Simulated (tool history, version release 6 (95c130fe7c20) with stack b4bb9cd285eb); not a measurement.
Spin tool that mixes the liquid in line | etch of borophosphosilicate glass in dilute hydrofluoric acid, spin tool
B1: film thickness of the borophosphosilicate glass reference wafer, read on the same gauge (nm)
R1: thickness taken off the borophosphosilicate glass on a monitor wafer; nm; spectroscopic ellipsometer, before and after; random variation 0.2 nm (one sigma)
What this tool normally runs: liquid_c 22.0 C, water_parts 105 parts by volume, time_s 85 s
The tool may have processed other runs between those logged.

run 1 hour=0.0 | liquid_c=22.0 water_parts=105 time_s=85 | B1=119.99 | R1=43.50
run 2 hour=12.4 | liquid_c=22.0 water_parts=105 time_s=85 | B1=120.03 | R1=43.89
run 3 hour=29.7 | liquid_c=22.0 water_parts=105 time_s=85 | B1=120.02 | R1=43.33
run 4 hour=45.3 | liquid_c=22.0 water_parts=105 time_s=85 | B1=120.01 | R1=43.92
run 5 hour=54.3 | liquid_c=22.0 water_parts=105 time_s=85 | B1=120.03 | R1=43.23
run 6 hour=65.7 | liquid_c=22.0 water_parts=105 time_s=85 | B1=120.00 | R1=44.06
run 7 hour=76.8 | liquid_c=22.0 water_parts=105 time_s=85 | B1=120.00 | R1=43.82
run 8 hour=84.4 | liquid_c=22.0 water_parts=105 time_s=85 | B1=120.05 | R1=44.03
run 9 hour=93.0 | liquid_c=22.0 water_parts=105 time_s=85 | B1=120.00 | R1=44.09
run 10 hour=105.5 | liquid_c=22.0 water_parts=105 time_s=85 | B1=119.99 | R1=43.92
run 11 hour=120.6 | liquid_c=18.5 water_parts=125 time_s=70 | B1=119.97 | R1=26.23
run 12 hour=127.2 | liquid_c=24.0 water_parts=105 time_s=125 | B1=119.99 | R1=70.35
run 13 hour=139.1 | liquid_c=22.0 water_parts=105 time_s=85 | B1=119.98 | R1=44.40
run 14 hour=149.6 | liquid_c=24.0 water_parts=75 time_s=115 | B1=119.98 | R1=81.34
run 15 hour=165.6 | liquid_c=24.0 water_parts=140 time_s=60 | B1=119.99 | R1=21.29
run 16 hour=176.5 | liquid_c=26.0 water_parts=60 time_s=45 | B1=119.96 | R1=44.68
run 17 hour=189.5 | liquid_c=22.0 water_parts=155 time_s=85 | B1=120.02 | R1=24.74
run 18 hour=197.6 | liquid_c=24.5 water_parts=125 time_s=65 | B1=119.96 | R1=26.66
run 19 hour=211.5 | liquid_c=22.0 water_parts=105 time_s=100 | B1=119.98 | R1=45.05
run 20 hour=223.5 | liquid_c=24.5 water_parts=70 time_s=125 | B1=119.98 | R1=98.77
run 21 hour=240.4 | liquid_c=22.0 water_parts=105 time_s=85 | B1=119.96 | R1=38.96
run 22 hour=247.7 | liquid_c=22.0 water_parts=105 time_s=85 | B1=119.99 | R1=38.65
run 23 hour=261.2 | liquid_c=24.0 water_parts=60 time_s=135 | B1=120.01 | R1=123.81
run 24 hour=267.8 | liquid_c=22.0 water_parts=150 time_s=115 | B1=120.00 | R1=34.61
run 25 hour=275.5 | liquid_c=22.0 water_parts=140 time_s=85 | B1=120.03 | R1=28.28
run 26 hour=282.1 | liquid_c=18.0 water_parts=105 time_s=85 | B1=120.03 | R1=32.96
run 27 hour=289.2 | liquid_c=25.5 water_parts=105 time_s=55 | B1=120.01 | R1=29.03
run 28 hour=305.4 | liquid_c=27.0 water_parts=120 time_s=105 | B1=119.98 | R1=49.93
run 29 hour=314.9 | liquid_c=22.0 water_parts=105 time_s=85 | B1=119.98 | R1=38.84
run 30 hour=331.5 | liquid_c=17.5 water_parts=140 time_s=70 | B1=120.01 | R1=19.28
run 31 hour=338.7 | liquid_c=20.0 water_parts=65 time_s=45 | B1=120.01 | R1=32.29
run 32 hour=355.5 | liquid_c=26.0 water_parts=80 time_s=85 | B1=119.99 | R1=62.32

Not shown here: 3 entries made in the log between runs. Locate each between two listed runs and compare the hidden state at the listed run before it with the hidden state at the listed run after it:
Logged between run 7 and run 8: thermometer replaced (hour 79.9)
  hydrofluoric acid flow above the setpoint (%): 13.3 -> 13.4
  what was measured, less what the result would be without the hidden state, R1: +5.70 -> +5.75 nm
Logged between run 10 and run 11: gauge calibrated (hour 115.6)
  hydrofluoric acid flow above the setpoint (%): 13.6 -> 13.7
  what was measured, less what the result would be without the hidden state, R1: +5.81 -> +3.52 nm
Logged between run 13 and run 14: hydrofluoric acid flow meter replaced (hour 149.1)
  hydrofluoric acid flow above the setpoint (%): 13.9 -> 0.346
  what was measured, less what the result would be without the hidden state, R1: +5.99 -> +0.31 nm
